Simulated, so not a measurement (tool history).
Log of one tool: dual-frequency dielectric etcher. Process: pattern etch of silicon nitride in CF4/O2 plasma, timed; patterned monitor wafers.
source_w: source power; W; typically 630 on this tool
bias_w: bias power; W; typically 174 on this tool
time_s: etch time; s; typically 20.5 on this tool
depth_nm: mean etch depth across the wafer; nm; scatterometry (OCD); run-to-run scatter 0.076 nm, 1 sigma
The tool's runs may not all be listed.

run   hour  source_w  bias_w  time_s  wafers since the last listed run  hours since the last wet clean  hours since the last source power generator calibration  hours since the last bias power generator calibration  hours since the last upper electrode change  hours since the gauge calibration  read-back reference wafer on the same gauge, depth_nm  depth_nm
  1    0.0       630     174    20.5                                 0                            57.0                                                   4245.4                                                 3097.5                                       5024.7                              238.7                                                   49.7      51.1
  2   14.3       630     174    20.5                               148                            71.3                                                   4259.7                                                 3111.8                                       5039.0                              253.0                                                   49.7      51.1
  3   31.9       560     174    20.5                               182                            88.9                                                   4277.3                                                 3129.4                                       5056.6                              270.6                                                   49.7      46.4
      44.4  -- gauge calibrated
  4   44.5       540     201    20.5                               130                           101.5                                                   4289.9                                                 3142.0                                       5069.2                                0.1                                                   49.7      47.4
  5   52.6       540     201    20.5                                84                           109.6                                                   4298.0                                                 3150.1                                       5077.3                                8.2                                                   49.7      47.5
  6   68.3       540     201    20.5                               163                           125.3                                                   4313.7                                                 3165.8                                       5093.0                               23.9                                                   49.7      47.6
  7   84.2       630     185    20.5                               165                           141.2                                                   4329.6                                                 3181.7                                       5108.9                               39.8                                                   49.7      52.2
  8   93.1       630     185    20.5                                92                           150.1                                                   4338.5                                                 3190.6                                       5117.8                               48.7                                                   49.7      52.4
      99.5  -- bias power generator calibrated
  9  103.7       630     185    20.5                                68                           160.7                                                   4349.1                                                    4.2                                       5128.4                               59.3                                                   49.7      52.3
 10  119.2       630     174    20.5                               160                           176.2                                                   4364.6                                                   19.7                                       5143.9                               74.8                                                   49.7      51.3
 11  128.6       630     174    20.5                                97                           185.6                                                   4374.0                                                   29.1                                       5153.3                               84.2                                                   49.7      51.2
 12  143.8       630     174    21.5                               157                           200.8                                                   4389.2                                                   44.3                                       5168.5                               99.4                                                   49.7      53.9
 13  159.1       630     195    20.5                               158                           216.1                                                   4404.5                                                   59.6                                       5183.8                              114.7                                                   49.7      53.3
 14  171.2       510     190    20.5                               125                           228.2                                                   4416.6                                                   71.7                                       5195.9                              126.8                                                   49.7      44.8
 15  183.3       580     174    25.5                               125                           240.3                                                   4428.7                                                   83.8                                       5208.0                              138.9                                                   49.7      59.9
 16  189.4       630     174    20.5                                63                           246.4                                                   4434.8                                                   89.9                                       5214.1                              145.0                                                   49.7      51.6
     232.0  -- source power generator calibrated
 17  232.5       470     174    20.5                               405                           289.5                                                      0.5                                                  133.0                                       5257.2                              188.1                                                   49.7      40.8
 18  244.3       700     201    25.0                               122                           301.3                                                     12.3                                                  144.8                                       5269.0                              199.9                                                   49.7      71.9
 19  258.9       630     194    18.0                               151                           315.9                                                     26.9                                                  159.4                                       5283.6                              214.5                                                   49.7      47.0
 20  266.8       680     174    19.0                                82                           323.8                                                     34.8                                                  167.3                                       5291.5                              222.4                                                   49.7      51.1
     303.3  -- gauge calibrated
     303.8  -- wet clean of the chamber
     305.6  -- upper electrode replaced
 21  306.1       630     174    20.5                               141                             2.3                                                     74.1                                                  206.6                                          0.5                                2.8                                                   49.7      50.8
 22  306.4       630     157    20.5                                 3                             2.6                                                     74.4                                                  206.9                                          0.8                                3.1                                                   49.7      49.1
 23  308.1       480     191    20.5                                17                             4.3                                                     76.1                                                  208.6                                          2.5                                4.8                                                   49.7      42.2
 24  319.7       630     174    20.5                               120                            15.9                                                     87.7                                                  220.2                                         14.1                               16.4                                                   49.7      50.8
 25  335.6       700     174    23.0                               165                            31.8                                                    103.6                                                  236.1                                         30.0                               32.3                                                   49.7      62.0
 26  353.3       630     174    20.5                               183                            49.5                                                    121.3                                                  253.8                                         47.7                               50.0                                                   49.7      51.0
 27  362.8       630     174    17.0                                98                            59.0                                                    130.8                                                  263.3                                         57.2                               59.5                                                   49.7      42.2
 28  375.3       630     174    20.5                               129                            71.5                                                    143.3                                                  275.8                                         69.7                               72.0                                                   49.7      51.0
 29  391.4       630     194    18.0                               167                            87.6                                                    159.4                                                  291.9                                         85.8                               88.1                                                   49.7      46.4
 30  406.6       630     174    20.5                               157                           102.8                                                    174.6                                                  307.1                                        101.0                              103.3                                                   49.7      51.0

Across each entry between runs, compare the hidden state at the last listed run before it with the hidden state at the first listed run after it:
From run 3 to run 4: gauge calibrated (hour 44.4)
  etch rate over this chamber's usual, %: 0.507 -> 0.564
  measured less the result without the state, depth_nm: +0.3 -> +0.3 nm
From run 8 to run 9: bias power generator calibrated (hour 99.5)
  etch rate over this chamber's usual, %: 0.783 -> 0.831
  measured less the result without the state, depth_nm: +0.4 -> +0.4 nm
From run 16 to run 17: source power generator calibrated (hour 232.0)
  etch rate over this chamber's usual, %: 1.22 -> 1.41
  measured less the result without the state, depth_nm: +0.7 -> +0.5 nm
From run 20 to run 21: gauge calibrated (hour 303.3); wet clean of the chamber (hour 303.8); upper electrode replaced (hour 305.6)
  etch rate over this chamber's usual, %: 1.57 -> -0.129
  measured less the result without the state, depth_nm: +0.8 -> +0.0 nm

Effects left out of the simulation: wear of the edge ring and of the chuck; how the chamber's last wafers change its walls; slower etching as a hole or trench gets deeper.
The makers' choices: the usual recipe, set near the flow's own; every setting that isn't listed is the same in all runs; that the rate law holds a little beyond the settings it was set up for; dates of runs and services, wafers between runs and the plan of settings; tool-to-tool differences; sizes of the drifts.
